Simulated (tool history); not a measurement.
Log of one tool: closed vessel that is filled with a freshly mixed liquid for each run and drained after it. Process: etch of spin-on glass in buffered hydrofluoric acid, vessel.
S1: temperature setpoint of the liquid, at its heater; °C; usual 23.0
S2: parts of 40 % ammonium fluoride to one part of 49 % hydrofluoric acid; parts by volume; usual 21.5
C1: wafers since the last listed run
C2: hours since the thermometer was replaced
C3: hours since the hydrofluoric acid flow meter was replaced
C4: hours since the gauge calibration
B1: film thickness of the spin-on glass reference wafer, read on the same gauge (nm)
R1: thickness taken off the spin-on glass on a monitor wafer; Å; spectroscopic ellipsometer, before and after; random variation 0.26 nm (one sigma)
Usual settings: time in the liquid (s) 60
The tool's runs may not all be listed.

Run 1, hour 0.0: usual settings but S1 21.0 °C; C1 0; C2 1812.9; C3 2265.0; C4 250.5; B1 119.99. Result: R1 630.3 Å.
Run 2, hour 14.9: usual settings but S1 21.0 °C; C1 1836; C2 1827.8; C3 2279.9; C4 265.4; B1 119.97. Result: R1 626.5 Å.
Run 3, hour 30.1: usual settings; C1 1873; C2 1843.0; C3 2295.1; C4 280.6; B1 120.05. Result: R1 699.6 Å.
Run 4, hour 44.8: usual settings; C1 1812; C2 1857.7; C3 2309.8; C4 295.3; B1 120.06. Result: R1 706.2 Å.
Run 5, hour 54.9: usual settings; C1 1245; C2 1867.8; C3 2319.9; C4 305.4; B1 120.03. Result: R1 700.0 Å.
Run 6, hour 71.8: usual settings; C1 2083; C2 1884.7; C3 2336.8; C4 322.3; B1 120.01. Result: R1 703.6 Å.
Run 7, hour 118.2: usual settings; C1 5719; C2 1931.1; C3 2383.2; C4 368.7; B1 120.04. Result: R1 700.7 Å.
Run 8, hour 130.5: usual settings; C1 1516; C2 1943.4; C3 2395.5; C4 381.0; B1 119.99. Result: R1 702.3 Å.
Run 9, hour 136.5: usual settings but S2 15.5 parts by volume; C1 739; C2 1949.4; C3 2401.5; C4 387.0; B1 120.04. Result: R1 957.5 Å.
Run 10, hour 143.1: usual settings but S2 15.5 parts by volume; C1 813; C2 1956.0; C3 2408.1; C4 393.6; B1 119.95. Result: R1 944.8 Å.
Run 11, hour 153.6: usual settings; C1 1294; C2 1966.5; C3 2418.6; C4 404.1; B1 120.00. Result: R1 700.5 Å.
At hour 154.4: gauge calibrated.
At hour 156.8: hydrofluoric acid flow meter replaced.
Run 12, hour 168.1: usual settings; C1 1664; C2 1981.0; C3 11.3; C4 13.7; B1 120.01. Result: R1 703.0 Å.
Run 13, hour 177.8: usual settings; C1 1195; C2 1990.7; C3 21.0; C4 23.4; B1 120.06. Result: R1 701.2 Å.
Run 14, hour 185.0: usual settings but S1 20.5 °C; C1 887; C2 1997.9; C3 28.2; C4 30.6; B1 119.98. Result: R1 611.6 Å.
Run 15, hour 198.7: usual settings; C1 1688; C2 2011.6; C3 41.9; C4 44.3; B1 119.99. Result: R1 698.5 Å.
Run 16, hour 211.2: usual settings; C1 1540; C2 2024.1; C3 54.4; C4 56.8; B1 120.00. Result: R1 706.8 Å.
Run 17, hour 225.9: usual settings but S1 27.0 °C, S2 15.0 parts by volume, time in the liquid (s) 35; C1 1812; C2 2038.8; C3 69.1; C4 71.5; B1 120.05. Result: R1 706.8 Å.
Run 18, hour 235.6: usual settings but S1 24.5 °C, S2 29.0 parts by volume, time in the liquid (s) 80; C1 1195; C2 2048.5; C3 78.8; C4 81.2; B1 120.01. Result: R1 826.4 Å.
Run 19, hour 244.3: usual settings but S2 16.5 parts by volume, time in the liquid (s) 30; C1 1072; C2 2057.2; C3 87.5; C4 89.9; B1 120.01. Result: R1 449.2 Å.
Run 20, hour 261.6: usual settings but S1 27.0 °C, S2 25.5 parts by volume; C1 2132; C2 2074.5; C3 104.8; C4 107.2; B1 120.00. Result: R1 782.8 Å.
Run 21, hour 276.6: usual settings but S1 25.5 °C, time in the liquid (s) 85; C1 1849; C2 2089.5; C3 119.8; C4 122.2; B1 119.97. Result: R1 1135.5 Å.
Run 22, hour 293.1: usual settings but S2 17.5 parts by volume; C1 2033; C2 2106.0; C3 136.3; C4 138.7; B1 120.07. Result: R1 845.8 Å.
Run 23, hour 309.5: usual settings but S1 27.5 °C, S2 27.5 parts by volume, time in the liquid (s) 30; C1 2021; C2 2122.4; C3 152.7; C4 155.1; B1 119.97. Result: R1 379.4 Å.
At hour 311.4: thermometer replaced.
Run 24, hour 317.4: usual settings but S1 20.5 °C, S2 26.5 parts by volume, time in the liquid (s) 90; C1 850; C2 6.0; C3 160.6; C4 163.0; B1 119.97. Result: R1 795.0 Å.
Run 25, hour 333.7: usual settings but S1 21.5 °C, time in the liquid (s) 80; C1 2009; C2 22.3; C3 176.9; C4 179.3; B1 120.02. Result: R1 861.4 Å.
Run 26, hour 345.7: usual settings but S1 26.0 °C, S2 15.0 parts by volume, time in the liquid (s) 30; C1 1479; C2 34.3; C3 188.9; C4 191.3; B1 119.95. Result: R1 581.9 Å.
Run 27, hour 361.8: usual settings but S1 27.0 °C, S2 28.0 parts by volume, time in the liquid (s) 45; C1 1984; C2 50.4; C3 205.0; C4 207.4; B1 120.04. Result: R1 545.7 Å.
Run 28, hour 374.2: usual settings but S1 19.0 °C, S2 27.5 parts by volume; C1 1528; C2 62.8; C3 217.4; C4 219.8; B1 120.04. Result: R1 477.9 Å.
Run 29, hour 382.5: usual settings but S1 25.0 °C, S2 25.0 parts by volume, time in the liquid (s) 80; C1 1023; C2 71.1; C3 225.7; C4 228.1; B1 119.93. Result: R1 941.1 Å.
Run 30, hour 396.1: usual settings but S1 20.5 °C, S2 16.5 parts by volume, time in the liquid (s) 90; C1 1676; C2 84.7; C3 239.3; C4 241.7; B1 120.01. Result: R1 1170.7 Å.
Run 31, hour 406.0: usual settings; C1 1220; C2 94.6; C3 249.2; C4 251.6; B1 120.02. Result: R1 699.4 Å.
Run 32, hour 429.5: usual settings but S1 19.0 °C, S2 27.5 parts by volume; C1 2896; C2 118.1; C3 272.7; C4 275.1; B1 120.03. Result: R1 473.4 Å.
Run 33, hour 445.0: usual settings but S1 26.5 °C, time in the liquid (s) 50; C1 1910; C2 133.6; C3 288.2; C4 290.6; B1 120.01. Result: R1 704.5 Å.
Run 34, hour 456.3: usual settings but S1 25.5 °C, S2 13.5 parts by volume, time in the liquid (s) 40; C1 1392; C2 144.9; C3 299.5; C4 301.9; B1 119.96. Result: R1 831.2 Å.

How the hidden state differs across the entries between the runs, from the last listed run before each to the first after it:
Between runs 11 and 12: gauge calibrated (hour 154.4); hydrofluoric acid flow meter replaced (hour 156.8)
  no hidden state differs between the two runs
Between runs 23 and 24: thermometer replaced (hour 311.4)
  no hidden state differs between the two runs
